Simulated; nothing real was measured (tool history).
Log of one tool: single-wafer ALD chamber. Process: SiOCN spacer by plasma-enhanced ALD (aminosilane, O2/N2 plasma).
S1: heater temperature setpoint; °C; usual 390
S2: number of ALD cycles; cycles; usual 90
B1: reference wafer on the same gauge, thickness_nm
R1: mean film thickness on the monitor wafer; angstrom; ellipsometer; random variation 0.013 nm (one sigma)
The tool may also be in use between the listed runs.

run 1 hour=0.0 | S1=382 S2=90 | B1=5.678 | R1=50.87
run 2 hour=17.5 | S1=382 S2=90 | B1=5.682 | R1=51.12
run 3 hour=29.3 | S1=390 S2=90 | B1=5.677 | R1=51.21
run 4 hour=36.5 | S1=390 S2=90 | B1=5.680 | R1=50.97
run 5 hour=49.4 | S1=390 S2=103 | B1=5.683 | R1=58.55
run 6 hour=60.4 | S1=390 S2=90 | B1=5.680 | R1=51.11
run 7 hour=67.1 | S1=390 S2=90 | B1=5.686 | R1=50.99
-- hour=75.3 gauge calibrated
run 8 hour=84.1 | S1=398 S2=74 | B1=5.673 | R1=42.08
run 9 hour=101.4 | S1=379 S2=85 | B1=5.685 | R1=48.21
-- hour=123.5 thermocouple changed; heater temperature recalibrated
run 10 hour=124.0 | S1=390 S2=90 | B1=5.680 | R1=51.23
run 11 hour=128.4 | S1=397 S2=74 | B1=5.677 | R1=41.94
run 12 hour=142.5 | S1=405 S2=81 | B1=5.687 | R1=45.26
run 13 hour=159.0 | S1=380 S2=83 | B1=5.681 | R1=47.21
run 14 hour=170.6 | S1=385 S2=90 | B1=5.682 | R1=50.98

4 ways to go on from here, each from the tool as it stands after run 14. What would each give?
run A hour=171.2 | S1=390 S2=81 | B1=? | R1=?
run B hour=171.2 | S1=390 S2=99 | B1=? | R1=?
run C hour=171.2 | S1=390 S2=101 | B1=? | R1=?
run D hour=171.2 | S1=398 S2=83 | B1=? | R1=?

run=A B1=5.677 R1=45.94
run=B B1=5.677 R1=56.15
run=C B1=5.677 R1=57.29
run=D B1=5.677 R1=47.08
Without the tool's hidden state the same runs would have given:
run=A R1=45.94
run=B R1=56.15
run=C R1=57.29
run=D R1=47.08
